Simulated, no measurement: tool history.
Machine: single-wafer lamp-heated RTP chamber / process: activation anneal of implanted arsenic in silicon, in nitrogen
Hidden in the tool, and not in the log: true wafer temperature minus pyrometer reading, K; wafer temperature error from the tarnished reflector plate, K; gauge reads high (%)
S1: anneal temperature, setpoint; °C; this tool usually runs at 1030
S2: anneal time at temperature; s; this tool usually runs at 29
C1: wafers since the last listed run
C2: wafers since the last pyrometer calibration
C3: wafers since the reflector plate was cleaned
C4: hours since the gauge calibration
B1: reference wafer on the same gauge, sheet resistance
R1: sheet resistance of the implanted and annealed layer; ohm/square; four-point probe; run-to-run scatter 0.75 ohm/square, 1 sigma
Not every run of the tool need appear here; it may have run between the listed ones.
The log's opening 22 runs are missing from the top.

-- hour=271.1 gauge calibrated
run 23 hour=281.9 | S1=1046 S2=15 | C1=153 C2=2252 C3=8975 C4=10.8 | B1=505 | R1=496.29
run 24 hour=292.1 | S1=1055 S2=29 | C1=142 C2=2394 C3=9118 C4=21 | B1=505.09 | R1=479.92
-- hour=307.6 reflector plate cleaned
run 25 hour=309.2 | S1=1047 S2=15 | C1=127 C2=2522 C3=22 C4=38.1 | B1=505.18 | R1=499.6
run 26 hour=325.3 | S1=1030 S2=29 | C1=225 C2=2747 C3=247 C4=54.2 | B1=505.15 | R1=495.94
run 27 hour=340 | S1=1054 S2=16 | C1=205 C2=2952 C3=452 C4=68.9 | B1=504.84 | R1=496.07
run 28 hour=346.5 | S1=1048 S2=18 | C1=90 C2=3043 C3=543 C4=75.4 | B1=504.97 | R1=495.54
run 29 hour=363.6 | S1=1048 S2=18 | C1=239 C2=3282 C3=782 C4=92.5 | B1=505.36 | R1=496.99
run 30 hour=378.6 | S1=1030 S2=45 | C1=209 C2=3492 C3=992 C4=107.5 | B1=504.93 | R1=486.96
run 31 hour=390.1 | S1=1007 S2=36 | C1=160 C2=3652 C3=1153 C4=119 | B1=504.9 | R1=500.51
run 32 hour=400.2 | S1=1054 S2=29 | C1=141 C2=3794 C3=1294 C4=129.1 | B1=505.11 | R1=483.06
-- hour=415.8 pyrometer window cleaned and pyrometer calibrated
run 33 hour=416.3 | S1=1030 S2=29 | C1=113 C2=6 C3=1407 C4=145.2 | B1=505.5 | R1=501.37
run 34 hour=420.1 | S1=1030 S2=29 | C1=53 C2=59 C3=1460 C4=149 | B1=505.13 | R1=499.69
run 35 hour=426.6 | S1=1041 S2=41 | C1=90 C2=150 C3=1551 C4=155.5 | B1=504.49 | R1=489.72
run 36 hour=440 | S1=1030 S2=29 | C1=187 C2=337 C3=1738 C4=168.9 | B1=505.35 | R1=499.14
run 37 hour=447.2 | S1=1030 S2=29 | C1=100 C2=438 C3=1839 C4=176.1 | B1=504.93 | R1=498.74
run 38 hour=453.9 | S1=1059 S2=42 | C1=93 C2=532 C3=1932 C4=182.8 | B1=505.14 | R1=478.26

Forecast each of these 3 alternatives for the next run:
run A hour=454.3 | S1=1030 S2=29 | C1=5 C2=537 C3=1938 C4=183.2 | B1=? | R1=?
run B hour=454.3 | S1=1016 S2=29 | C1=5 C2=537 C3=1938 C4=183.2 | B1=? | R1=?
run C hour=454.3 | S1=1006 S2=41 | C1=5 C2=537 C3=1938 C4=183.2 | B1=? | R1=?

run=A B1=504.92 R1=497.9
run=B B1=504.92 R1=502.84
run=C B1=504.92 R1=501.34
Had the tool no hidden state, the same runs would have come out as:
run=A R1=499.99
run=B R1=504.67
run=C R1=503.33
